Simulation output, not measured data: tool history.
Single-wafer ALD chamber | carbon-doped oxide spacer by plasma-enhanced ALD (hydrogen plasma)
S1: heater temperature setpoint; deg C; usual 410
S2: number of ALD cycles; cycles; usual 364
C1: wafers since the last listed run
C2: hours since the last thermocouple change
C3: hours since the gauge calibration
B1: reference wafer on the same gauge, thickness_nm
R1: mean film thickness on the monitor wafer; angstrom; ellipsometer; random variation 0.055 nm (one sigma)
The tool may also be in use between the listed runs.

| run | hour | S1 | S2 | C1 | C2 | C3 | B1 | R1 |
|---|---|---|---|---|---|---|---|---|
| 1 | 0 | 410 | 364 | 0 | 768.1 | 311.1 | 15.294 | 181.43 |
| 2 | 42.4 | 410 | 364 | 30 | 810.5 | 353.5 | 15.318 | 182.17 |
| 3 | 101.8 | 398 | 411 | 42 | 869.9 | 412.9 | 15.292 | 210.4 |
| 4 | 152.9 | 398 | 411 | 36 | 921 | 464 | 15.304 | 210.9 |
| 5 | 215.1 | 398 | 411 | 44 | 983.2 | 526.2 | 15.293 | 209.9 |
| 6 | 242.4 | 410 | 364 | 19 | 1010.5 | 553.5 | 15.292 | 182.54 |
| 7 | 267.1 | 410 | 364 | 17 | 1035.2 | 578.2 | 15.302 | 182.73 |
| 8 | 327.4 | 410 | 364 | 42 | 1095.5 | 638.5 | 15.298 | 181.85 |
| 9 | 377.7 | 421 | 339 | 35 | 1145.8 | 688.8 | 15.298 | 164.27 |
| 10 | 424.6 | 415 | 408 | 33 | 1192.7 | 735.7 | 15.299 | 201.68 |
|  | 571.7 | thermocouple changed; heater temperature recalibrated |
| 11 | 637.2 | 397 | 397 | 145 | 65.5 | 948.3 | 15.295 | 202.92 |
|  | 655.8 | gauge calibrated |
| 12 | 672.4 | 397 | 328 | 24 | 100.7 | 16.6 | 15.295 | 167.02 |
| 13 | 720.9 | 398 | 345 | 34 | 149.2 | 65.1 | 15.299 | 175.42 |
|  | 772.4 | thermocouple changed; heater temperature recalibrated, repeated, since the last time left the tool worse |
| 14 | 779.6 | 396 | 331 | 35 | 7.2 | 123.8 | 15.307 | 169.03 |
| 15 | 826.4 | 414 | 306 | 33 | 54 | 170.6 | 15.309 | 149.17 |
| 16 | 935.5 | 410 | 364 | 77 | 163.1 | 279.7 | 15.298 | 180.13 |

Forecast each of these 3 alternatives for the next run:
| A | 936.5 | 410 | 364 | 0 | 164.1 | 280.7 | ? | ? |
| B | 936.5 | 422 | 318 | 0 | 164.1 | 280.7 | ? | ? |
| C | 936.5 | 399 | 364 | 0 | 164.1 | 280.7 | ? | ? |

| run | B1 | R1 |
|---|---|---|
| A | 15.299 | 179.86 |
| B | 15.299 | 150.49 |
| C | 15.299 | 185.05 |
Without the tool's hidden state the same runs would have given:
| run | R1 |
|---|---|
| A | 179.5 |
| B | 150.18 |
| C | 185.05 |
